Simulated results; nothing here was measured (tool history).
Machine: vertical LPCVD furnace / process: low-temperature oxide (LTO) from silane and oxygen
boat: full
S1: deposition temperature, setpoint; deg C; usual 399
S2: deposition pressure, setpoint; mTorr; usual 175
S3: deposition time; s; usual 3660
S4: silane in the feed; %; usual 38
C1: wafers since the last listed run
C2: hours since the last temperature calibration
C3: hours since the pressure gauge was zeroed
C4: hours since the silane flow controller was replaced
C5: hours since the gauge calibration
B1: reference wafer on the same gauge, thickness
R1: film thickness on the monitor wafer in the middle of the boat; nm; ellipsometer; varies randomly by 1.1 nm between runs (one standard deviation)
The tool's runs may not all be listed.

run 1 day=0 | S1=399 S2=175 S3=3660 S4=38 | C1=0 C2=2616.1 C3=1228.3 C4=4513.3 C5=73.5 | B1=485.87 | R1=400.91
run 2 day=0.479 | S1=399 S2=175 S3=3660 S4=38 | C1=147 C2=2627.6 C3=1239.8 C4=4524.8 C5=85 | B1=485.91 | R1=402.45
run 3 day=1.096 | S1=399 S2=175 S3=3660 S4=38 | C1=190 C2=2642.4 C3=1254.6 C4=4539.6 C5=99.8 | B1=486.36 | R1=400.68
run 4 day=1.525 | S1=399 S2=205 S3=3660 S4=38 | C1=132 C2=2652.7 C3=1264.9 C4=4549.9 C5=110.1 | B1=485.94 | R1=471.82
run 5 day=2.021 | S1=399 S2=205 S3=3660 S4=38 | C1=153 C2=2664.6 C3=1276.8 C4=4561.8 C5=122 | B1=485.51 | R1=472.31
run 6 day=2.329 | S1=399 S2=175 S3=3660 S4=38 | C1=95 C2=2672 C3=1284.2 C4=4569.2 C5=129.4 | B1=486.38 | R1=399.84
run 7 day=2.933 | S1=407 S2=175 S3=3660 S4=38 | C1=186 C2=2686.5 C3=1298.7 C4=4583.7 C5=143.9 | B1=485.66 | R1=437.8
run 8 day=3.558 | S1=399 S2=160 S3=3660 S4=38 | C1=193 C2=2701.5 C3=1313.7 C4=4598.7 C5=158.9 | B1=486.16 | R1=364.81
run 9 day=3.908 | S1=399 S2=160 S3=3660 S4=38 | C1=108 C2=2709.9 C3=1322.1 C4=4607.1 C5=167.3 | B1=486.39 | R1=364.47
-- day=5.679 thermocouples replaced and temperature profile calibrated
run 10 day=5.7 | S1=399 S2=175 S3=3660 S4=38 | C1=244 C2=0.5 C3=1365.1 C4=4650.1 C5=210.3 | B1=486.26 | R1=400.33
run 11 day=5.888 | S1=399 S2=175 S3=3660 S4=38 | C1=57 C2=5 C3=1369.6 C4=4654.6 C5=214.8 | B1=486.03 | R1=399.69
-- day=6.983 silane flow controller replaced
run 12 day=7.004 | S1=399 S2=175 S3=3660 S4=38 | C1=36 C2=31.8 C3=1396.4 C4=0.5 C5=241.6 | B1=485.53 | R1=400.72
run 13 day=7.192 | S1=399 S2=175 S3=3660 S4=38 | C1=57 C2=36.3 C3=1400.9 C4=5 C5=246.1 | B1=486 | R1=400.8
run 14 day=7.846 | S1=399 S2=175 S3=3660 S4=38 | C1=202 C2=52 C3=1416.6 C4=20.7 C5=261.8 | B1=485.82 | R1=399.38
-- day=9.033 pressure gauge zeroed
run 15 day=9.054 | S1=393 S2=175 S3=3660 S4=35 | C1=64 C2=81 C3=0.5 C4=49.7 C5=290.8 | B1=486.75 | R1=349.24
run 16 day=9.242 | S1=399 S2=175 S3=3660 S4=38 | C1=57 C2=85.5 C3=5 C4=54.2 C5=295.3 | B1=486.08 | R1=419.47
run 17 day=10.338 | S1=399 S2=175 S3=3660 S4=38 | C1=338 C2=111.8 C3=31.3 C4=80.5 C5=321.6 | B1=485.91 | R1=415.95
-- day=12.038 gauge calibrated
run 18 day=12.225 | S1=389 S2=140 S3=3660 S4=38 | C1=582 C2=157.1 C3=76.6 C4=125.8 C5=4.5 | B1=485.8 | R1=297.8
run 19 day=12.683 | S1=399 S2=175 S3=3060 S4=38 | C1=141 C2=168.1 C3=87.6 C4=136.8 C5=15.5 | B1=486.11 | R1=347.83
run 20 day=13.304 | S1=391 S2=150 S3=3660 S4=42 | C1=191 C2=183 C3=102.5 C4=151.7 C5=30.4 | B1=486.24 | R1=367.55
run 21 day=13.688 | S1=399 S2=175 S3=3660 S4=38 | C1=118 C2=192.2 C3=111.7 C4=160.9 C5=39.6 | B1=486.27 | R1=417.3
run 22 day=14.092 | S1=392 S2=175 S3=2580 S4=42 | C1=124 C2=201.9 C3=121.4 C4=170.6 C5=49.3 | B1=486.38 | R1=306.88
run 23 day=14.862 | S1=399 S2=175 S3=3660 S4=38 | C1=238 C2=220.4 C3=139.9 C4=189.1 C5=67.8 | B1=485.44 | R1=414.76
run 24 day=15.446 | S1=399 S2=205 S3=4620 S4=38 | C1=180 C2=234.4 C3=153.9 C4=203.1 C5=81.8 | B1=486.2 | R1=611.54
run 25 day=15.904 | S1=411 S2=175 S3=3660 S4=38 | C1=141 C2=245.4 C3=164.9 C4=214.1 C5=92.8 | B1=485.65 | R1=474.21

The next listed run, before its measurement:
run 26 day=16.296 | S1=407 S2=175 S3=3660 S4=35 | C1=120 C2=254.8 C3=174.3 C4=223.5 C5=102.2 | B1=? | R1=?

B1: 485.58
R1: 408.92 nm
Take away the tool's hidden state, keep the run-to-run variation as it was, and the same run would have given R1 409.68 nm.
